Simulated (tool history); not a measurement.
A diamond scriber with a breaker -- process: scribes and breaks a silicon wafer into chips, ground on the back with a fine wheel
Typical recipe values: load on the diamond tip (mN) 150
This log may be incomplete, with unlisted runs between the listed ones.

run     day  load on the diamond tip (mN)  incoming depth of the damage left on the back of the incoming wafer, um  depth of the median crack under the scribed line (µm)  chips rejected at inspection after the break (%)
  1   0.000                           120                                                                     1.58                                                   8.08                                              4.77
  2   0.892                           120                                                                     2.09                                                   8.12                                              5.44
  3   2.183                           120                                                                     1.80                                                   7.62                                              6.23
  4   2.771                           161                                                                     1.77                                                   9.51                                              1.48
  5   3.954                           161                                                                     2.14                                                   9.29                                              1.74
  6   4.892                           161                                                                     2.20                                                   9.23                                              1.97
  7   6.208                           181                                                                     2.62                                                   9.84                                              1.92
  8   7.404                           150                                                                     1.60                                                   8.57                                              2.60
      7.896  -- load on the tip recalibrated
  9   8.708                           150                                                                     2.03                                                   8.42                                              3.35
 10   9.400                           150                                                                     2.60                                                   8.18                                              4.80
 11  10.679                           134                                                                     2.48                                                   8.00                                              7.40
 12  11.633                           109                                                                     2.27                                                   6.73                                             13.64
 13  12.321                           132                                                                     2.81                                                   7.44                                             10.06
     12.496  -- diamond tip replaced by a new one, of another model than before
 14  13.725                           189                                                                     2.97                                                  10.21                                              2.61
 15  14.475                           178                                                                     1.80                                                  10.46                                              1.60
 16  15.900                           161                                                                     2.99                                                   9.98                                              2.54
 17  17.054                           116                                                                     2.77                                                   8.97                                              2.96
 18  17.792                           166                                                                     1.74                                                   9.93                                              1.45
 19  19.188                           179                                                                     1.92                                                  10.24                                              1.63
 20  20.571                           150                                                                     2.99                                                   9.63                                              2.51
 21  22.317                           150                                                                     2.09                                                   9.44                                              1.78

What if the next run were any one of these 5? Each begins from the tool's condition after run 21:
  A  22.342                           176                                                                     1.96                                                      ?                                                 ?
  B  22.342                           185                                                                     1.96                                                      ?                                                 ?
  C  22.342                           169                                                                     1.96                                                      ?                                                 ?
  D  22.342                           177                                                                     1.96                                                      ?                                                 ?
  E  22.342                           106                                                                     1.96                                                      ?                                                 ?

run  depth of the median crack under the scribed line (µm)  chips rejected at inspection after the break (%)
  A                                                  10.04                                              1.42
  B                                                  10.23                                              1.51
  C                                                   9.90                                              1.39
  D                                                  10.07                                              1.43
  E                                                   8.56                                              3.04
Take away the tool's hidden state, keep each run's random variation, and the runs would have read:
run  depth of the median crack under the scribed line (µm)  chips rejected at inspection after the break (%)
  A                                                  10.33                                              1.59
  B                                                  10.52                                              1.76
  C                                                  10.18                                              1.49
  D                                                  10.35                                              1.60
  E                                                   8.80                                              2.45
